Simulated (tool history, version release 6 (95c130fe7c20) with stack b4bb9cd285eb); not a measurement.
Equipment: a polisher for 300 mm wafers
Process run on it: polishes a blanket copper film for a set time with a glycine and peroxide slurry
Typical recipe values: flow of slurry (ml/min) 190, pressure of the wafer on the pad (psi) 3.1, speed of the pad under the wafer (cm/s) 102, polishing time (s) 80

run	hour	flow of slurry (ml/min)	pressure of the wafer on the pad (psi)	speed of the pad under the wafer (cm/s)	polishing time (s)	wafers since the last listed run	wafers polished on this pad	hours since the slurry nozzle was cleaned	hours since the head pressure was calibrated	incoming thickness of the incoming film, nm	film removed (angstrom)
1	0	190	3.1	102	80	0	302	72.1	54.7	2223.8	5014
2	37.4	190	3.1	102	80	259	562	109.5	92.1	2261	5060
3	85.4	190	3.1	102	80	333	895	157.5	140.1	2262.9	5023
4	140.8	190	3.1	80	80	385	1280	212.9	195.5	2269.5	4255
# hour 163.4: worn pad replaced by a new one
5	171.5	190	3.1	80	80	185	56	243.6	226.2	2297.9	4252
6	197.6	190	3.1	80	80	181	237	269.7	252.3	2273	4277
7	238.4	190	3.1	128	80	283	521	310.5	293.1	2240.2	6017
# hour 252: head pressure recalibrated
8	304.2	190	3.1	128	80	443	964	376.3	52.2	2239.7	5892
9	342.2	190	3.1	114	80	264	1229	414.3	90.2	2277.9	5487
# hour 393.8: worn pad replaced by a new one
10	411.1	190	3.9	102	80	451	120	483.2	159.1	2293.6	6123
11	477.1	190	2.6	102	80	458	579	549.2	225.1	2250.2	4398
12	539.8	190	3.1	88	59	435	1014	611.9	287.8	2264.6	3321
# hour 552.8: head pressure recalibrated
# hour 592.1: worn pad replaced by a new one
13	596	190	3.1	128	80	348	27	668.1	43.2	2243.6	5974
# hour 608.1: slurry nozzle cleaned
14	621.7	160	2	80	66	171	199	13.6	68.9	2286.8	2436
15	674.3	190	3.1	102	80	365	564	66.2	121.5	2265.3	5074
16	716.7	225	3.8	74	99	294	859	108.6	163.9	2266.1	6088
17	755.6	190	2.8	136	100	270	1129	147.5	202.8	2252.7	7208
# hour 791.7: worn pad replaced by a new one
18	792.2	130	3.1	102	92	226	3	184.1	239.4	2285.5	5374
19	826.9	190	3.1	102	80	241	244	218.8	274.1	2262.8	5111
# hour 857.2: head pressure recalibrated
20	887.1	225	3.1	102	64	404	649	279	29.9	2248.3	4147
21	951.6	205	2.3	130	80	448	1097	343.5	94.4	2247.1	4747
# hour 1004.2: worn pad replaced by a new one
22	1010.9	215	3.1	90	80	384	46	402.8	153.7	2280.1	4651
23	1038.4	175	2.3	70	80	191	237	430.3	181.2	2248.3	3115

Describe how what the log doesn't record of the tool's condition differs between the last listed run preceding each entry between runs and the first listed run following it.
After run 4, before run 5: worn pad replaced by a new one (hour 163.4)
  no difference in the tool's unlogged condition between these two runs
After run 7, before run 8: head pressure recalibrated (hour 252)
  no difference in the tool's unlogged condition between these two runs
After run 9, before run 10: worn pad replaced by a new one (hour 393.8)
  no difference in the tool's unlogged condition between these two runs
After run 12, before run 13: head pressure recalibrated (hour 552.8); worn pad replaced by a new one (hour 592.1)
  no difference in the tool's unlogged condition between these two runs
After run 13, before run 14: slurry nozzle cleaned (hour 608.1)
  no difference in the tool's unlogged condition between these two runs
After run 17, before run 18: worn pad replaced by a new one (hour 791.7)
  no difference in the tool's unlogged condition between these two runs
After run 19, before run 20: head pressure recalibrated (hour 857.2)
  no difference in the tool's unlogged condition between these two runs
After run 21, before run 22: worn pad replaced by a new one (hour 1004.2)
  no difference in the tool's unlogged condition between these two runs
